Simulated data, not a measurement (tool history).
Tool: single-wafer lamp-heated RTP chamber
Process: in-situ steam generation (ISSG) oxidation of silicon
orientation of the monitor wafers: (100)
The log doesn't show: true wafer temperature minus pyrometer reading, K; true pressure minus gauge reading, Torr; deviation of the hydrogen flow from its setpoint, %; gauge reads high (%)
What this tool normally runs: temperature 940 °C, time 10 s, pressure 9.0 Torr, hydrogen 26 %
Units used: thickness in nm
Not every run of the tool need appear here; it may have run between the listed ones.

run	hour	temperature	time	pressure	hydrogen	wafers since the last listed run	wafers since the last pyrometer calibration	hours since the pressure gauge was zeroed	hours since the hydrogen flow controller was replaced	hours since the gauge calibration	read-back reference wafer on the same gauge, thickness	thickness
1	0.0	940	8	9.0	26	0	203	3600.1	3962.1	260.1	4.580	3.551
2	6.4	940	8	9.0	26	84	288	3606.5	3968.5	266.5	4.579	3.570
3	17.6	940	8	9.0	26	148	437	3617.7	3979.7	277.7	4.582	3.576
4	32.8	940	10	9.0	26	201	638	3632.9	3994.9	292.9	4.578	3.862
5	46.1	940	10	9.0	26	176	814	3646.2	4008.2	306.2	4.585	3.840
6	57.0	924	11	9.0	26	144	959	3657.1	4019.1	317.1	4.579	3.857
7	72.6	924	11	9.0	26	206	1165	3672.7	4034.7	332.7	4.577	3.856
8	82.6	940	10	8.5	26	132	1298	3682.7	4044.7	342.7	4.577	3.886
9	89.6	940	10	8.5	26	92	1390	3689.7	4051.7	349.7	4.584	3.914
10	100.9	940	10	8.5	26	149	1540	3701.0	4063.0	361.0	4.577	3.877
11	110.6	940	10	9.0	26	128	1669	3710.7	4072.7	370.7	4.573	3.871
12	121.8	940	10	9.0	26	148	1817	3721.9	4083.9	381.9	4.582	3.879
13	128.8	940	10	9.0	26	92	1910	3728.9	4090.9	388.9	4.578	3.865
# hour 157.6: pressure gauge zeroed
14	170.6	940	10	9.0	26	447	2358	13.0	4132.7	430.7	4.587	3.861
15	187.8	940	10	9.0	26	227	2585	30.2	4149.9	447.9	4.579	3.923
16	204.4	935	11	8.0	26	219	2805	46.8	4166.5	464.5	4.581	4.045
# hour 220.9: pyrometer window cleaned and pyrometer calibrated
17	221.4	924	10	9.8	31	119	7	63.8	4183.5	481.5	4.587	3.816
18	228.9	940	10	10.0	32	99	106	71.3	4191.0	489.0	4.589	3.944
# hour 284.5: hydrogen flow controller replaced
19	285.0	954	12	9.8	32	637	743	127.4	0.5	545.1	4.574	4.437
20	292.8	940	7	9.0	26	103	847	135.2	8.3	552.9	4.576	3.423
21	300.7	926	9	10.2	23	104	951	143.1	16.2	560.8	4.579	3.413
# hour 301.6: gauge calibrated
22	312.8	934	10	9.0	26	160	1112	155.2	28.3	11.2	4.580	3.800
23	328.0	940	10	9.0	26	201	1313	170.4	43.5	26.4	4.579	3.866
24	344.0	940	10	9.0	26	211	1525	186.4	59.5	42.4	4.577	3.864
25	354.3	940	10	9.0	18	136	1661	196.7	69.8	52.7	4.578	3.585
26	362.0	940	10	9.0	26	102	1763	204.4	77.5	60.4	4.580	3.907
27	371.9	940	7	7.6	26	131	1895	214.3	87.4	70.3	4.581	3.475
28	382.9	940	8	7.9	26	145	2040	225.3	98.4	81.3	4.581	3.641
29	423.9	940	9	10.2	26	543	2583	266.3	139.4	122.3	4.572	3.675
30	437.3	940	10	9.6	32	177	2761	279.7	152.8	135.7	4.576	4.107

Here are 3 independent what-if runs from the current tool condition. What would each one return?
A	437.7	940	13	9.0	26	5	2766	280.1	153.2	136.1	?	?
B	437.7	940	10	9.0	20	5	2766	280.1	153.2	136.1	?	?
C	437.7	948	6	10.2	30	5	2766	280.1	153.2	136.1	?	?

run	read-back reference wafer on the same gauge, thickness	thickness
A	4.582	4.308
B	4.582	3.671
C	4.582	3.363
Stripped of hidden state, with their random variation kept, the same runs would have yielded:
run	thickness
A	4.207
B	3.595
C	3.306
